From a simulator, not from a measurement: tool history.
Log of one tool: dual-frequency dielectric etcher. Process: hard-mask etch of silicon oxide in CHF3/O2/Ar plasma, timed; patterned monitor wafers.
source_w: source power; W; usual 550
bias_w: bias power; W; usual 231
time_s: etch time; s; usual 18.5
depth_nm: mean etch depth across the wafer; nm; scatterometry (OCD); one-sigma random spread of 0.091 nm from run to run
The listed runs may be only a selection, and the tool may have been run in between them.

run,hour,source_w,bias_w,time_s,"read-back reference wafer on the same gauge, depth_nm",depth_nm
1,0.0,550,231,18.5,46.21,36.64
# hour 51.5: wet clean of the chamber
2,59.6,550,231,18.5,46.20,37.80
3,106.3,550,231,18.5,46.18,37.55
4,154.5,550,231,18.5,46.18,37.39
5,200.5,550,231,22.0,46.19,44.51
6,307.5,550,231,22.0,46.19,44.17
7,403.9,550,231,22.0,46.20,43.88
8,472.4,550,231,21.0,46.20,41.83
9,514.4,550,231,21.0,46.20,41.79
10,597.5,550,231,18.5,46.18,36.48
# hour 603.7: bias power generator calibrated
# hour 680.0: wet clean of the chamber
11,680.5,550,231,18.5,46.20,38.06
12,718.6,550,231,18.5,46.18,38.01
13,780.4,550,231,20.0,46.20,40.84
# hour 861.4: source power generator calibrated
14,868.8,470,247,24.0,46.19,47.80
# hour 932.8: upper electrode replaced
15,933.3,550,231,22.0,46.21,45.36
16,953.0,550,231,18.5,46.20,38.21
# hour 1003.7: gauge calibrated
17,1056.1,610,207,21.0,46.19,43.73
18,1101.3,550,231,18.5,46.20,37.62
19,1148.3,550,231,18.5,46.18,37.62
20,1187.9,550,231,18.5,46.20,37.58
# hour 1216.1: wet clean of the chamber
21,1279.4,480,216,16.5,46.19,31.60
22,1385.2,610,231,18.5,46.17,39.17
23,1441.0,470,231,18.5,46.21,35.26
24,1509.5,550,231,15.5,46.20,31.41
25,1592.9,670,248,15.0,46.19,33.17

Below, each run's measurement less what the same run would have read without the hidden state. Both values contain the same run-to-run variation, but the gauge's scatter may not be the same in both:
Hidden state at play: etch rate over this chamber's usual, %; source power that arrives over what is set, %; bias power that arrives over what is set, %; gauge reads high (%).
run,depth_nm
1,-1.88
2,-0.88
3,-0.97
4,-1.07
5,-1.38
6,-1.63
7,-1.84
8,-1.92
9,-2.01
10,-1.93
11,-0.50
12,-0.57
13,-0.75
14,-0.22
15,-0.42
16,-0.41
17,-0.79
18,-0.80
19,-0.92
20,-1.02
21,-0.50
22,-0.89
23,-0.93
24,-0.96
25,-1.20

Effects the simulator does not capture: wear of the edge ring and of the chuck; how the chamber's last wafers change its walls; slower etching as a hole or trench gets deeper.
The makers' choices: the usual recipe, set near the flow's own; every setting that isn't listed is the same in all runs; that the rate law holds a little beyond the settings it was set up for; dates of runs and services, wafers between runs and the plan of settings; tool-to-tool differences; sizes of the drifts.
